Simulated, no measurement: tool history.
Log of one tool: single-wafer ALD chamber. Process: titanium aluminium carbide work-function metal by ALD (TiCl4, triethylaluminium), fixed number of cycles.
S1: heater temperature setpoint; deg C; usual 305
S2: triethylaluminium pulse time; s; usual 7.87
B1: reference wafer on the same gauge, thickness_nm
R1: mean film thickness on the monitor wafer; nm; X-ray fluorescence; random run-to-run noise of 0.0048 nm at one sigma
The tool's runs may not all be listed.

run 1 hour=0 | S1=305 S2=7.87 | B1=1.834 | R1=1.926
run 2 hour=61.2 | S1=305 S2=7.87 | B1=1.836 | R1=1.936
run 3 hour=94 | S1=305 S2=7.87 | B1=1.839 | R1=1.94
run 4 hour=145.5 | S1=305 S2=7.87 | B1=1.84 | R1=1.926
run 5 hour=203 | S1=295 S2=7.87 | B1=1.843 | R1=1.848
-- hour=251.9 gauge calibrated
run 6 hour=269.8 | S1=295 S2=7.87 | B1=1.793 | R1=1.788
run 7 hour=306.7 | S1=299 S2=7.87 | B1=1.795 | R1=1.836
run 8 hour=341.8 | S1=299 S2=7.87 | B1=1.796 | R1=1.828
run 9 hour=405.3 | S1=305 S2=9.12 | B1=1.798 | R1=1.963
-- hour=465.4 triethylaluminium bottle replaced
run 10 hour=467.1 | S1=305 S2=8.78 | B1=1.801 | R1=1.942
run 11 hour=514.4 | S1=305 S2=8.78 | B1=1.804 | R1=1.952
run 12 hour=563.2 | S1=299 S2=7.87 | B1=1.806 | R1=1.844
run 13 hour=623.1 | S1=297 S2=5.71 | B1=1.808 | R1=1.5
run 14 hour=692.9 | S1=313 S2=7.87 | B1=1.812 | R1=1.981
run 15 hour=760.1 | S1=305 S2=7.87 | B1=1.815 | R1=1.908
run 16 hour=808.8 | S1=305 S2=7.87 | B1=1.817 | R1=1.911
run 17 hour=853.7 | S1=305 S2=5.5 | B1=1.82 | R1=1.504
run 18 hour=907.6 | S1=293 S2=5.83 | B1=1.821 | R1=1.504
run 19 hour=966.9 | S1=311 S2=10.06 | B1=1.824 | R1=2.086
-- hour=1016.3 thermocouple changed; heater temperature recalibrated
run 20 hour=1016.8 | S1=313 S2=6.06 | B1=1.828 | R1=1.733
run 21 hour=1065.9 | S1=298 S2=5.02 | B1=1.829 | R1=1.289
-- hour=1106.1 showerhead replaced
run 22 hour=1114.6 | S1=314 S2=8.81 | B1=1.831 | R1=2.069
run 23 hour=1146.4 | S1=305 S2=5.5 | B1=1.833 | R1=1.513

Run 24 comes next. What will it give?
run 24 hour=1185.8 | S1=305 S2=9.05 | B1=? | R1=?

Run 24 measured B1 1.833, R1 1.998 nm.
Had the tool carried no hidden state, the very same run would have given R1 1.949 nm.

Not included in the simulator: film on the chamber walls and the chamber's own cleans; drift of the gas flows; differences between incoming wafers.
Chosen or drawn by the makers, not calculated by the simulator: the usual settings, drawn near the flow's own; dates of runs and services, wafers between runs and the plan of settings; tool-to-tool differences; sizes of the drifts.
